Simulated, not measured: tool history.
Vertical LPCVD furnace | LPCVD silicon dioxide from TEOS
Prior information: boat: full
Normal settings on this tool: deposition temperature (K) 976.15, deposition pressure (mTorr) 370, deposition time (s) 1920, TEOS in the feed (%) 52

| run | hour | deposition temperature (K) | deposition pressure (mTorr) | deposition time (s) | TEOS in the feed (%) | read-back reference wafer on the same gauge, thickness | film thickness on the monitor wafer in the middle of the boat (angstrom) |
|---|---|---|---|---|---|---|---|
| 1 | 0 | 976.15 | 370 | 1920 | 52 | 284.96 | 2645.9 |
| 2 | 16.2 | 976.15 | 370 | 1920 | 52 | 285.03 | 2638 |
| 3 | 23.6 | 976.15 | 370 | 1920 | 52 | 284.95 | 2647.5 |
| 4 | 35.6 | 976.15 | 370 | 1920 | 52 | 284.96 | 2655 |
| 5 | 47.2 | 976.15 | 370 | 1920 | 52 | 284.96 | 2653.7 |
| 6 | 60 | 976.15 | 370 | 1920 | 52 | 284.92 | 2657.5 |
| 7 | 75 | 976.15 | 400 | 1920 | 52 | 284.97 | 2756.4 |
| 8 | 84.7 | 976.15 | 400 | 1920 | 52 | 285.1 | 2762.8 |
| 9 | 92.3 | 976.15 | 400 | 1920 | 52 | 284.99 | 2759.1 |
|  | 97.9 | gauge calibrated |
| 10 | 110.5 | 984.15 | 370 | 1920 | 52 | 284.97 | 3190.7 |
| 11 | 122 | 984.15 | 370 | 1920 | 52 | 285.06 | 3186.8 |
| 12 | 136.3 | 976.15 | 370 | 1920 | 52 | 285.02 | 2658.6 |
| 13 | 144 | 976.15 | 430 | 1680 | 52 | 284.87 | 2511.7 |
| 14 | 151.8 | 976.15 | 370 | 1920 | 52 | 285.01 | 2658.9 |
| 15 | 168.4 | 976.15 | 370 | 1920 | 52 | 285 | 2668 |
| 16 | 177.3 | 976.15 | 370 | 1920 | 52 | 284.96 | 2661.6 |
|  | 209.7 | thermocouples replaced and temperature profile calibrated |
|  | 214.4 | TEOS flow controller replaced |
| 17 | 214.9 | 984.15 | 415 | 2580 | 52 | 285.07 | 4134.5 |
| 18 | 219.7 | 976.15 | 370 | 1920 | 52 | 285.03 | 2419.1 |
| 19 | 230.5 | 971.15 | 330 | 1920 | 52 | 285.06 | 2032.8 |
|  | 263.3 | pressure gauge zeroed |
| 20 | 263.8 | 967.15 | 460 | 2220 | 42 | 284.95 | 2272.3 |
| 21 | 268.6 | 985.15 | 435 | 1650 | 62 | 284.99 | 3027.9 |
| 22 | 280.5 | 976.15 | 345 | 1920 | 52 | 285 | 2345.2 |
| 23 | 297.6 | 966.15 | 370 | 1920 | 48 | 284.99 | 1846.7 |
| 24 | 315.8 | 976.15 | 370 | 1920 | 52 | 284.93 | 2434.4 |
| 25 | 331.1 | 976.15 | 370 | 1920 | 52 | 285.08 | 2434.9 |
| 26 | 349.4 | 976.15 | 370 | 2370 | 52 | 284.83 | 3011.2 |
| 27 | 386.5 | 976.15 | 430 | 1680 | 52 | 284.88 | 2294.3 |
| 28 | 402.7 | 966.15 | 370 | 2310 | 52 | 285.05 | 2317.2 |
| 29 | 416 | 976.15 | 300 | 1470 | 61 | 284.98 | 1819.5 |
| 30 | 423.9 | 976.15 | 370 | 1920 | 57 | 285.1 | 2551.3 |

Forecast each of these 5 alternatives for the next run:
| A | 428.8 | 965.15 | 370 | 1920 | 52 | ? | ? |
| B | 428.8 | 971.15 | 370 | 2610 | 52 | ? | ? |
| C | 428.8 | 965.15 | 370 | 1920 | 57 | ? | ? |
| D | 428.8 | 976.15 | 370 | 1920 | 59 | ? | ? |
| E | 428.8 | 966.15 | 280 | 2250 | 61 | ? | ? |

| run | read-back reference wafer on the same gauge, thickness | film thickness on the monitor wafer in the middle of the boat (angstrom) |
|---|---|---|
| A | 285.08 | 1885 |
| B | 285.08 | 2950.1 |
| C | 285.08 | 1973.5 |
| D | 285.08 | 2596.2 |
| E | 285.08 | 2131 |
Had the tool no hidden state, the same runs would have come out as:
| run | film thickness on the monitor wafer in the middle of the boat (angstrom) |
|---|---|
| A | 1867.2 |
| B | 2922.7 |
| C | 1955 |
| D | 2572.3 |
| E | 2111 |
